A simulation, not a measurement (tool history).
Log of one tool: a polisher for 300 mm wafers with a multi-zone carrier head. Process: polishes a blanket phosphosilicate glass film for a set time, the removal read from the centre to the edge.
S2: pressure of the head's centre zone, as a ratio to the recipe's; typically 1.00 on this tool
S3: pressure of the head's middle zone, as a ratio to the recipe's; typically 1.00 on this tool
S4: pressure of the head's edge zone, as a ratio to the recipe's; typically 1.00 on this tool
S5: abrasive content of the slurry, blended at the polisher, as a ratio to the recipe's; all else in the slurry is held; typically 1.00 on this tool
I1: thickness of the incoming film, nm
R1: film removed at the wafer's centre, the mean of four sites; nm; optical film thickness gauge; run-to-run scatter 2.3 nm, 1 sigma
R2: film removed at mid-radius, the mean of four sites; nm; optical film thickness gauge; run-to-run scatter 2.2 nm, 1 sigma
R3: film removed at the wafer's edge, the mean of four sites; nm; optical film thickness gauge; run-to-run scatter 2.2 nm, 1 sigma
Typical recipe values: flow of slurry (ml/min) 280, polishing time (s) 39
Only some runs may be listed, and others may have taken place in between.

run 1 day=0.000 | flow_of_slurry_(ml/min)=280 S2=1.00 S3=1.00 S4=1.00 S5=1.00 polishing_time_(s)=29 | I1=3546.9 | R1=143.3 R2=161.5 R3=158.3
run 2 day=2.771 | flow_of_slurry_(ml/min)=280 S2=1.00 S3=1.00 S4=1.00 S5=1.00 polishing_time_(s)=29 | I1=3543.6 | R1=142.2 R2=158.4 R3=158.0
run 3 day=5.012 | flow_of_slurry_(ml/min)=280 S2=1.00 S3=1.00 S4=1.00 S5=1.10 polishing_time_(s)=39 | I1=3530.3 | R1=196.0 R2=227.5 R3=222.9
-- day=6.525 worn pad replaced by a new one
run 4 day=6.771 | flow_of_slurry_(ml/min)=280 S2=1.00 S3=1.00 S4=1.00 S5=1.10 polishing_time_(s)=39 | I1=3592.9 | R1=195.4 R2=229.7 R3=223.2
run 5 day=8.900 | flow_of_slurry_(ml/min)=280 S2=1.00 S3=1.00 S4=1.00 S5=1.00 polishing_time_(s)=39 | I1=3557.8 | R1=176.9 R2=214.0 R3=208.5
-- day=9.192 centre zone pressure recalibrated
-- day=9.758 carrier head's membrane replaced by a new one
run 6 day=11.342 | flow_of_slurry_(ml/min)=280 S2=1.00 S3=1.06 S4=1.00 S5=1.00 polishing_time_(s)=39 | I1=3567.0 | R1=208.7 R2=225.0 R3=209.9
run 7 day=13.142 | flow_of_slurry_(ml/min)=280 S2=1.00 S3=1.06 S4=1.00 S5=1.00 polishing_time_(s)=39 | I1=3567.0 | R1=205.6 R2=216.6 R3=204.1
run 8 day=14.512 | flow_of_slurry_(ml/min)=280 S2=1.00 S3=1.06 S4=1.00 S5=1.00 polishing_time_(s)=39 | I1=3535.2 | R1=205.8 R2=214.2 R3=201.9
-- day=15.879 worn pad replaced by a new one
run 9 day=16.662 | flow_of_slurry_(ml/min)=280 S2=1.00 S3=1.04 S4=1.00 S5=1.00 polishing_time_(s)=39 | I1=3580.3 | R1=197.7 R2=210.2 R3=202.6
run 10 day=19.204 | flow_of_slurry_(ml/min)=380 S2=1.00 S3=1.00 S4=1.00 S5=1.00 polishing_time_(s)=44 | I1=3600.8 | R1=238.8 R2=237.7 R3=234.0
-- day=20.812 slurry nozzle cleaned
run 11 day=20.988 | flow_of_slurry_(ml/min)=280 S2=1.00 S3=0.90 S4=1.00 S5=0.85 polishing_time_(s)=39 | I1=3551.8 | R1=181.6 R2=169.7 R3=183.1
run 12 day=22.846 | flow_of_slurry_(ml/min)=280 S2=1.00 S3=1.00 S4=0.90 S5=0.90 polishing_time_(s)=29 | I1=3560.1 | R1=143.6 R2=145.5 R3=133.3
run 13 day=24.100 | flow_of_slurry_(ml/min)=280 S2=1.00 S3=1.06 S4=1.00 S5=1.00 polishing_time_(s)=39 | I1=3597.7 | R1=206.3 R2=225.3 R3=206.3
-- day=25.512 worn pad replaced by a new one
run 14 day=26.788 | flow_of_slurry_(ml/min)=280 S2=1.00 S3=1.00 S4=1.00 S5=1.00 polishing_time_(s)=39 | I1=3522.8 | R1=207.3 R2=208.5 R3=204.8
run 15 day=29.017 | flow_of_slurry_(ml/min)=280 S2=0.92 S3=1.09 S4=1.06 S5=1.00 polishing_time_(s)=39 | I1=3538.8 | R1=189.7 R2=230.1 R3=215.3
-- day=29.221 edge zone pressure recalibrated
run 16 day=31.883 | flow_of_slurry_(ml/min)=280 S2=1.00 S3=1.00 S4=1.00 S5=1.00 polishing_time_(s)=39 | I1=3577.0 | R1=201.7 R2=205.8 R3=202.5
run 17 day=33.000 | flow_of_slurry_(ml/min)=280 S2=1.00 S3=1.00 S4=1.00 S5=1.00 polishing_time_(s)=39 | I1=3570.7 | R1=198.6 R2=208.3 R3=203.1
-- day=35.217 worn pad replaced by a new one
run 18 day=35.617 | flow_of_slurry_(ml/min)=280 S2=1.06 S3=0.89 S4=1.00 S5=1.00 polishing_time_(s)=27 | I1=3540.1 | R1=141.9 R2=126.6 R3=138.8
run 19 day=37.012 | flow_of_slurry_(ml/min)=280 S2=1.00 S3=1.00 S4=1.00 S5=1.00 polishing_time_(s)=39 | I1=3603.1 | R1=196.1 R2=201.7 R3=202.2
run 20 day=39.962 | flow_of_slurry_(ml/min)=330 S2=1.00 S3=1.00 S4=0.89 S5=1.25 polishing_time_(s)=39 | I1=3541.1 | R1=230.0 R2=236.8 R3=220.8
run 21 day=41.992 | flow_of_slurry_(ml/min)=185 S2=1.00 S3=0.96 S4=1.00 S5=0.90 polishing_time_(s)=34 | I1=3549.7 | R1=128.3 R2=137.5 R3=142.4

Predict each of these 4 candidate next runs independently; none follows another, all start after run 21:
run A day=42.008 | flow_of_slurry_(ml/min)=280 S2=1.00 S3=1.08 S4=1.00 S5=1.00 polishing_time_(s)=39 | I1=3538.1 | R1=? R2=? R3=?
run B day=42.008 | flow_of_slurry_(ml/min)=280 S2=1.00 S3=1.00 S4=0.92 S5=1.00 polishing_time_(s)=39 | I1=3538.1 | R1=? R2=? R3=?
run C day=42.008 | flow_of_slurry_(ml/min)=280 S2=1.00 S3=0.90 S4=1.00 S5=1.30 polishing_time_(s)=34 | I1=3538.1 | R1=? R2=? R3=?
run D day=42.008 | flow_of_slurry_(ml/min)=280 S2=1.00 S3=1.06 S4=1.05 S5=1.20 polishing_time_(s)=39 | I1=3538.1 | R1=? R2=? R3=?

run=A R1=186.6 R2=211.7 R3=198.0
run=B R1=186.5 R2=198.4 R3=190.6
run=C R1=191.9 R2=187.0 R3=204.4
run=D R1=210.8 R2=235.5 R3=229.3
Had the tool no hidden state, the same runs would have come out as:
run=A R1=212.8 R2=233.5 R3=212.9
run=B R1=212.7 R2=218.7 R3=204.9
run=C R1=218.9 R2=206.2 R3=219.8
run=D R1=240.6 R2=259.7 R3=246.5
